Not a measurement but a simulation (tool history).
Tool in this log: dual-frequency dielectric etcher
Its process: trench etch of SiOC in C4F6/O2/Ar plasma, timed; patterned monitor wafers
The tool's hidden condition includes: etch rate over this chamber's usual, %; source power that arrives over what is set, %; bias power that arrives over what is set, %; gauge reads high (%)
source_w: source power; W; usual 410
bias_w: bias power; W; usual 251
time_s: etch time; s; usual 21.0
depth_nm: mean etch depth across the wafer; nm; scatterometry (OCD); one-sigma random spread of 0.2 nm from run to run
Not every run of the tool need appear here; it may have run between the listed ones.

run,hour,source_w,bias_w,time_s,wafers since the last listed run,hours since the last wet clean,hours since the last source power generator calibration,hours since the last bias power generator calibration,hours since the last upper electrode change,hours since the gauge calibration,"read-back reference wafer on the same gauge, depth_nm",depth_nm
1,0.0,410,251,22.5,0,257.0,2478.0,4184.1,6072.4,88.4,57.54,57.54
2,29.5,440,251,21.0,526,286.5,2507.5,4213.6,6101.9,117.9,57.57,54.79
3,36.9,440,251,21.0,132,293.9,2514.9,4221.0,6109.3,125.3,57.48,55.08
4,43.3,410,251,21.0,114,300.3,2521.3,4227.4,6115.7,131.7,57.44,53.76
# hour 81.1: upper electrode replaced
# hour 83.9: source power generator calibrated
# hour 86.3: bias power generator calibrated
5,86.8,410,251,21.0,255,343.8,2.9,0.5,5.7,175.2,57.54,54.51
6,87.1,410,251,21.0,5,344.1,3.2,0.8,6.0,175.5,57.58,53.99
7,95.9,410,251,21.0,157,352.9,12.0,9.6,14.8,184.3,57.58,54.67
# hour 100.2: gauge calibrated
8,106.0,470,312,27.5,180,363.0,22.1,19.7,24.9,5.8,57.53,78.59
# hour 150.8: wet clean of the chamber
9,151.3,360,188,23.5,380,0.5,67.4,65.0,70.2,51.1,57.50,52.54
10,166.1,450,251,18.0,264,15.3,82.2,79.8,85.0,65.9,57.47,46.12
11,177.0,410,251,21.0,194,26.2,93.1,90.7,95.9,76.8,57.52,52.67
12,187.9,410,251,21.0,194,37.1,104.0,101.6,106.8,87.7,57.52,52.53
13,196.5,370,282,21.0,153,45.7,112.6,110.2,115.4,96.3,57.41,54.22
14,236.9,360,282,24.0,720,86.1,153.0,150.6,155.8,136.7,57.53,61.70

5 ways to go on from here, each from the tool as it stands after run 14. What would each give?
A,237.3,410,251,21.0,7,86.5,153.4,151.0,156.2,137.1,?,?
B,237.3,320,303,25.0,7,86.5,153.4,151.0,156.2,137.1,?,?
C,237.3,510,293,25.0,7,86.5,153.4,151.0,156.2,137.1,?,?
D,237.3,410,291,21.0,7,86.5,153.4,151.0,156.2,137.1,?,?
E,237.3,440,251,23.0,7,86.5,153.4,151.0,156.2,137.1,?,?

run,"read-back reference wafer on the same gauge, depth_nm",depth_nm
A,57.41,52.96
B,57.41,64.19
C,57.41,69.28
D,57.41,55.58
E,57.41,58.81
What these runs would have given with no unlogged condition in the tool:
run,depth_nm
A,51.88
B,62.87
C,67.86
D,54.44
E,57.60

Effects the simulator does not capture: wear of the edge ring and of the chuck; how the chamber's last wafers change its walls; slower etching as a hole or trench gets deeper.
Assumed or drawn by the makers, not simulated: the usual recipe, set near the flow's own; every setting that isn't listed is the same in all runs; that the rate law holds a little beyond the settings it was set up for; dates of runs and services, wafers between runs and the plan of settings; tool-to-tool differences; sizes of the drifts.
